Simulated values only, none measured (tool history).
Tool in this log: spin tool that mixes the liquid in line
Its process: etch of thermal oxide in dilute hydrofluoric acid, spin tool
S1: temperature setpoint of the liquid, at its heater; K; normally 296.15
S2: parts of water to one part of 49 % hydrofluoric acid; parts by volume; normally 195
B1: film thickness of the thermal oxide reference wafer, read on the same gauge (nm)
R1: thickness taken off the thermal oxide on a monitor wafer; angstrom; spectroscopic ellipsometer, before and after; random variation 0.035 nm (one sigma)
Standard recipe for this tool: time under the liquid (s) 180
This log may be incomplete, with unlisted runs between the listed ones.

Run 1, hour 0: usual settings but S1 294.65 K; B1 114.465. Result: R1 36.04 angstrom.
At hour 77.2: thermometer replaced.
Run 2, hour 93: usual settings but S1 294.65 K; B1 114.718. Result: R1 36.35 angstrom.
Run 3, hour 176.3: usual settings but S1 292.65 K, time under the liquid (s) 265; B1 114.885. Result: R1 48.88 angstrom.
Run 4, hour 240.3: usual settings but S1 292.65 K, time under the liquid (s) 265; B1 114.942. Result: R1 49.49 angstrom.
Run 5, hour 344.4: usual settings but S1 292.65 K, time under the liquid (s) 265; B1 115.116. Result: R1 49.71 angstrom.
Run 6, hour 449.6: usual settings but S1 298.15 K; B1 115.292. Result: R1 41.29 angstrom.
Run 7, hour 490.8: usual settings but S1 298.15 K; B1 115.342. Result: R1 41.12 angstrom.
Run 8, hour 581.7: usual settings but S1 298.15 K; B1 115.435. Result: R1 41.75 angstrom.
Run 9, hour 677.2: usual settings; B1 115.555. Result: R1 38.18 angstrom.
At hour 784.3: thermometer replaced.
Run 10, hour 953.8: usual settings; B1 115.768. Result: R1 38.66 angstrom.
Run 11, hour 1028.1: usual settings; B1 115.859. Result: R1 38.84 angstrom.
Run 12, hour 1112.9: usual settings but S1 293.65 K, S2 120 parts by volume, time under the liquid (s) 145; B1 115.898. Result: R1 49.79 angstrom.
Run 13, hour 1166.3: usual settings but S1 298.15 K, time under the liquid (s) 235; B1 115.901. Result: R1 55.23 angstrom.
At hour 1169.5: gauge calibrated.
Run 14, hour 1248.4: usual settings; B1 110.95. Result: R1 37.14 angstrom.
Run 15, hour 1343.9: usual settings but S1 292.65 K, time under the liquid (s) 150; B1 111.666. Result: R1 26.94 angstrom.
At hour 1365.1: hydrofluoric acid flow meter replaced.
Run 16, hour 1441.3: usual settings but S1 297.65 K; B1 112.316. Result: R1 39.5 angstrom.
At hour 1448.3: thermometer replaced.
Run 17, hour 1534.3: usual settings but S1 299.15 K, S2 235 parts by volume, time under the liquid (s) 70; B1 112.849. Result: R1 12.93 angstrom.
Run 18, hour 1613.4: usual settings; B1 113.185. Result: R1 38.04 angstrom.
Run 19, hour 1674.1: usual settings but S2 115 parts by volume, time under the liquid (s) 95; B1 113.509. Result: R1 37.04 angstrom.
Run 20, hour 1716: usual settings but S1 294.65 K; B1 113.67. Result: R1 35.52 angstrom.
Run 21, hour 1786.4: usual settings but S2 105 parts by volume; B1 113.95. Result: R1 78.77 angstrom.
Run 22, hour 1884.9: usual settings but S1 291.65 K, S2 270 parts by volume; B1 114.295. Result: R1 21.66 angstrom.

5 options for the next run, each taken on its own from the tool as it stands now. Forecast them:
Run A, hour 1885.4: usual settings; B1 ?. Result: R1 ?.
Run B, hour 1885.4: usual settings but S1 297.65 K, time under the liquid (s) 210; B1 ?. Result: R1 ?.
Run C, hour 1885.4: usual settings but S1 298.15 K, S2 250 parts by volume, time under the liquid (s) 85; B1 ?. Result: R1 ?.
Run D, hour 1885.4: usual settings but S1 293.15 K, time under the liquid (s) 275; B1 ?. Result: R1 ?.
Run E, hour 1885.4: usual settings but time under the liquid (s) 215; B1 ?. Result: R1 ?.

run       B1     R1
  A  114.287  38.32
  B  114.287  47.27
  C  114.287  14.33
  D  114.287  52.22
  E  114.287  45.77
Stripped of hidden state, with their random variation kept, the same runs would have yielded:
run     R1
  A  36.89
  B   45.5
  C  13.79
  D  50.27
  E  44.06
